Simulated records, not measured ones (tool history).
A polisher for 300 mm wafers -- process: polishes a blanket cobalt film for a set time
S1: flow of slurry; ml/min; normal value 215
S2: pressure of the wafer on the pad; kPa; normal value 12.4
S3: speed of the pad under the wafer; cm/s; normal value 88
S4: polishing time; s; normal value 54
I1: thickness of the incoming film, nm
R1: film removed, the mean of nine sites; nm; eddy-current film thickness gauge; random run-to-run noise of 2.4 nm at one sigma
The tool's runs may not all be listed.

{"run": 1, "day": 0.0, "S1": 215, "S2": 12.4, "S3": 88, "S4": 54, "I1": 1577.3, "R1": 242.4}
{"run": 2, "day": 3.012, "S1": 215, "S2": 12.4, "S3": 88, "S4": 54, "I1": 1597.3, "R1": 241.2}
{"day": 4.575, "done": "slurry nozzle cleaned"}
{"run": 3, "day": 6.925, "S1": 215, "S2": 12.4, "S3": 88, "S4": 54, "I1": 1567.6, "R1": 241.2}
{"day": 10.408, "done": "head pressure recalibrated"}
{"run": 4, "day": 10.471, "S1": 215, "S2": 12.4, "S3": 88, "S4": 54, "I1": 1604, "R1": 221.7}
{"run": 5, "day": 14.425, "S1": 215, "S2": 12.4, "S3": 88, "S4": 54, "I1": 1597.5, "R1": 231.1}
{"run": 6, "day": 16.021, "S1": 215, "S2": 12.4, "S3": 96, "S4": 54, "I1": 1587.8, "R1": 246.9}
{"run": 7, "day": 17.867, "S1": 215, "S2": 12.4, "S3": 96, "S4": 54, "I1": 1579.5, "R1": 256.4}
{"run": 8, "day": 20.308, "S1": 215, "S2": 12.4, "S3": 96, "S4": 54, "I1": 1598, "R1": 255.7}
{"run": 9, "day": 22.154, "S1": 215, "S2": 12.4, "S3": 88, "S4": 48, "I1": 1605, "R1": 209.9}
{"run": 10, "day": 23.654, "S1": 215, "S2": 12.4, "S3": 88, "S4": 48, "I1": 1567.8, "R1": 216}
{"day": 23.904, "done": "worn pad replaced by a new one"}
{"run": 11, "day": 28.842, "S1": 215, "S2": 12.4, "S3": 88, "S4": 54, "I1": 1604.7, "R1": 244.5}
{"run": 12, "day": 31.617, "S1": 215, "S2": 12.4, "S3": 88, "S4": 54, "I1": 1596.9, "R1": 243.9}
{"day": 33.338, "done": "slurry nozzle cleaned"}
{"run": 13, "day": 33.758, "S1": 215, "S2": 12.4, "S3": 88, "S4": 54, "I1": 1596.4, "R1": 244.7}
{"run": 14, "day": 37.729, "S1": 215, "S2": 12.4, "S3": 88, "S4": 54, "I1": 1586.8, "R1": 249.1}
{"run": 15, "day": 39.8, "S1": 215, "S2": 12.4, "S3": 88, "S4": 54, "I1": 1587.7, "R1": 244.2}
{"day": 39.992, "done": "head pressure recalibrated"}
{"run": 16, "day": 42.354, "S1": 215, "S2": 12.4, "S3": 88, "S4": 54, "I1": 1574.8, "R1": 232}
{"run": 17, "day": 44.525, "S1": 215, "S2": 12.4, "S3": 88, "S4": 54, "I1": 1590.7, "R1": 235.1}
{"run": 18, "day": 48.0, "S1": 215, "S2": 12.4, "S3": 106, "S4": 54, "I1": 1585.4, "R1": 290.5}
{"day": 50.783, "done": "worn pad replaced by a new one"}
{"run": 19, "day": 51.65, "S1": 195, "S2": 12.4, "S3": 62, "S4": 54, "I1": 1564.5, "R1": 179.9}
{"run": 20, "day": 53.333, "S1": 215, "S2": 9, "S3": 72, "S4": 54, "I1": 1595.8, "R1": 146.3}
{"run": 21, "day": 55.667, "S1": 175, "S2": 8.3, "S3": 76, "S4": 66, "I1": 1602.6, "R1": 173.5}
{"run": 22, "day": 58.117, "S1": 215, "S2": 12.4, "S3": 70, "S4": 54, "I1": 1607.9, "R1": 199.9}
{"day": 60.546, "done": "slurry nozzle cleaned"}
{"run": 23, "day": 61.788, "S1": 215, "S2": 12.4, "S3": 88, "S4": 54, "I1": 1606.2, "R1": 248.4}
{"run": 24, "day": 65.083, "S1": 175, "S2": 8.3, "S3": 76, "S4": 66, "I1": 1596.3, "R1": 175.8}
{"day": 65.721, "done": "head pressure recalibrated"}
{"run": 25, "day": 68.121, "S1": 190, "S2": 8.3, "S3": 118, "S4": 68, "I1": 1585.3, "R1": 247.8}
{"run": 26, "day": 71.612, "S1": 215, "S2": 13.8, "S3": 98, "S4": 69, "I1": 1597.8, "R1": 359.3}
{"run": 27, "day": 73.762, "S1": 215, "S2": 9, "S3": 88, "S4": 54, "I1": 1592.3, "R1": 165.7}
{"day": 75.517, "done": "worn pad replaced by a new one"}
{"run": 28, "day": 77.025, "S1": 215, "S2": 9.7, "S3": 102, "S4": 44, "I1": 1610, "R1": 176.5}
{"run": 29, "day": 79.833, "S1": 175, "S2": 12.4, "S3": 88, "S4": 54, "I1": 1590.3, "R1": 234.9}
{"run": 30, "day": 83.279, "S1": 215, "S2": 12.4, "S3": 68, "S4": 54, "I1": 1621.8, "R1": 193.9}
{"day": 86.571, "done": "slurry nozzle cleaned"}
{"run": 31, "day": 87.462, "S1": 270, "S2": 15.9, "S3": 60, "S4": 71, "I1": 1600.1, "R1": 297.1}
{"day": 89.158, "done": "head pressure recalibrated"}
{"run": 32, "day": 89.658, "S1": 195, "S2": 12.4, "S3": 62, "S4": 54, "I1": 1565.7, "R1": 161.2}
{"run": 33, "day": 92.55, "S1": 215, "S2": 12.4, "S3": 60, "S4": 46, "I1": 1575, "R1": 140.3}
{"day": 101.317, "done": "worn pad replaced by a new one"}
{"run": 34, "day": 105.671, "S1": 215, "S2": 12.4, "S3": 88, "S4": 54, "I1": 1587.1, "R1": 244.5}
{"run": 35, "day": 108.588, "S1": 170, "S2": 12.4, "S3": 116, "S4": 54, "I1": 1572.8, "R1": 310.4}
{"day": 113.675, "done": "slurry nozzle cleaned"}
{"day": 118.896, "done": "head pressure recalibrated"}
{"run": 36, "day": 120.608, "S1": 215, "S2": 9.7, "S3": 100, "S4": 54, "I1": 1613.3, "R1": 197.9}
{"day": 125.221, "done": "worn pad replaced by a new one"}
{"run": 37, "day": 129.854, "S1": 270, "S2": 12.4, "S3": 66, "S4": 65, "I1": 1606, "R1": 230.4}

Here are 3 independent what-if runs from the current tool condition. What would each one return?
{"run": "A", "day": 129.871, "S1": 215, "S2": 12.4, "S3": 88, "S4": 39, "I1": 1579.5, "R1": "?"}
{"run": "B", "day": 129.871, "S1": 280, "S2": 9, "S3": 106, "S4": 70, "I1": 1579.5, "R1": "?"}
{"run": "C", "day": 129.871, "S1": 270, "S2": 9, "S3": 88, "S4": 60, "I1": 1579.5, "R1": "?"}

run=A R1=177
run=B R1=277
run=C R1=200.5
Take away the tool's hidden state, keep each run's random variation, and the runs would have read:
run=A R1=160.5
run=B R1=251.3
run=C R1=181.9
